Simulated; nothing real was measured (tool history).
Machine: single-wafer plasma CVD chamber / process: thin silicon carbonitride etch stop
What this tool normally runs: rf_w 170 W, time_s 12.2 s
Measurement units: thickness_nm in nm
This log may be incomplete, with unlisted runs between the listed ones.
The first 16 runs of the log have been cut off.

| run | hour | rf_w | time_s | wafers since the last listed run | hours since the last thermocouple change | hours since the last RF generator calibration | hours since the showerhead was replaced | hours since the gauge calibration | read-back reference wafer on the same gauge, thickness_nm | thickness_nm |
|---|---|---|---|---|---|---|---|---|---|---|
| 17 | 482.2 | 195 | 12.2 | 625 | 2702.6 | 548.0 | 3524.6 | 361.5 | 7.151 | 7.322 |
| 18 | 497.0 | 170 | 10.4 | 314 | 2717.4 | 562.8 | 3539.4 | 376.3 | 7.121 | 5.914 |
| 19 | 520.9 | 150 | 13.1 | 508 | 2741.3 | 586.7 | 3563.3 | 400.2 | 7.143 | 6.844 |
| 20 | 543.7 | 190 | 14.3 | 484 | 2764.1 | 609.5 | 3586.1 | 423.0 | 7.155 | 8.439 |
| 21 | 558.7 | 150 | 12.2 | 318 | 2779.1 | 624.5 | 3601.1 | 438.0 | 7.164 | 6.500 |
| 22 | 586.8 | 170 | 12.2 | 597 | 2807.2 | 652.6 | 3629.2 | 466.1 | 7.164 | 6.838 |
|  | 606.5 | thermocouple changed; heater temperature recalibrated |
| 23 | 614.3 | 150 | 10.5 | 414 | 7.8 | 680.1 | 3656.7 | 493.6 | 7.145 | 5.568 |
|  | 632.3 | showerhead replaced |
| 24 | 636.1 | 200 | 12.2 | 293 | 29.6 | 701.9 | 3.8 | 515.4 | 7.135 | 7.497 |
| 25 | 660.3 | 145 | 10.5 | 514 | 53.8 | 726.1 | 28.0 | 539.6 | 7.156 | 5.483 |
|  | 669.1 | RF generator calibrated |
| 26 | 691.8 | 200 | 10.6 | 499 | 85.3 | 22.7 | 59.5 | 571.1 | 7.163 | 6.476 |
| 27 | 708.5 | 170 | 12.2 | 355 | 102.0 | 39.4 | 76.2 | 587.8 | 7.164 | 6.927 |
| 28 | 723.0 | 150 | 14.0 | 308 | 116.5 | 53.9 | 90.7 | 602.3 | 7.162 | 7.487 |
| 29 | 745.6 | 160 | 14.5 | 480 | 139.1 | 76.5 | 113.3 | 624.9 | 7.158 | 7.911 |
| 30 | 776.4 | 170 | 12.2 | 654 | 169.9 | 107.3 | 144.1 | 655.7 | 7.168 | 6.904 |
| 31 | 805.5 | 190 | 10.5 | 618 | 199.0 | 136.4 | 173.2 | 684.8 | 7.169 | 6.270 |
| 32 | 837.6 | 185 | 14.6 | 682 | 231.1 | 168.5 | 205.3 | 716.9 | 7.175 | 8.737 |
| 33 | 876.3 | 155 | 13.0 | 822 | 269.8 | 207.2 | 244.0 | 755.6 | 7.190 | 6.946 |
| 34 | 905.9 | 185 | 14.1 | 629 | 299.4 | 236.8 | 273.6 | 785.2 | 7.179 | 8.307 |
| 35 | 933.3 | 170 | 11.5 | 582 | 326.8 | 264.2 | 301.0 | 812.6 | 7.188 | 6.473 |
| 36 | 946.5 | 170 | 11.6 | 280 | 340.0 | 277.4 | 314.2 | 825.8 | 7.199 | 6.564 |
| 37 | 973.9 | 170 | 12.2 | 582 | 367.4 | 304.8 | 341.6 | 853.2 | 7.168 | 6.954 |

What if the next run were any one of these 3? Each begins from the tool's condition after run 37:
| A | 974.3 | 170 | 12.2 | 8 | 367.8 | 305.2 | 342.0 | 853.6 | ? | ? |
| B | 974.3 | 155 | 9.9 | 8 | 367.8 | 305.2 | 342.0 | 853.6 | ? | ? |
| C | 974.3 | 195 | 13.3 | 8 | 367.8 | 305.2 | 342.0 | 853.6 | ? | ? |

| run | read-back reference wafer on the same gauge, thickness_nm | thickness_nm |
|---|---|---|
| A | 7.169 | 7.013 |
| B | 7.169 | 5.420 |
| C | 7.169 | 8.175 |
Stripped of hidden state, with their random variation kept, the same runs would have yielded:
| run | thickness_nm |
|---|---|
| A | 6.902 |
| B | 5.334 |
| C | 8.045 |
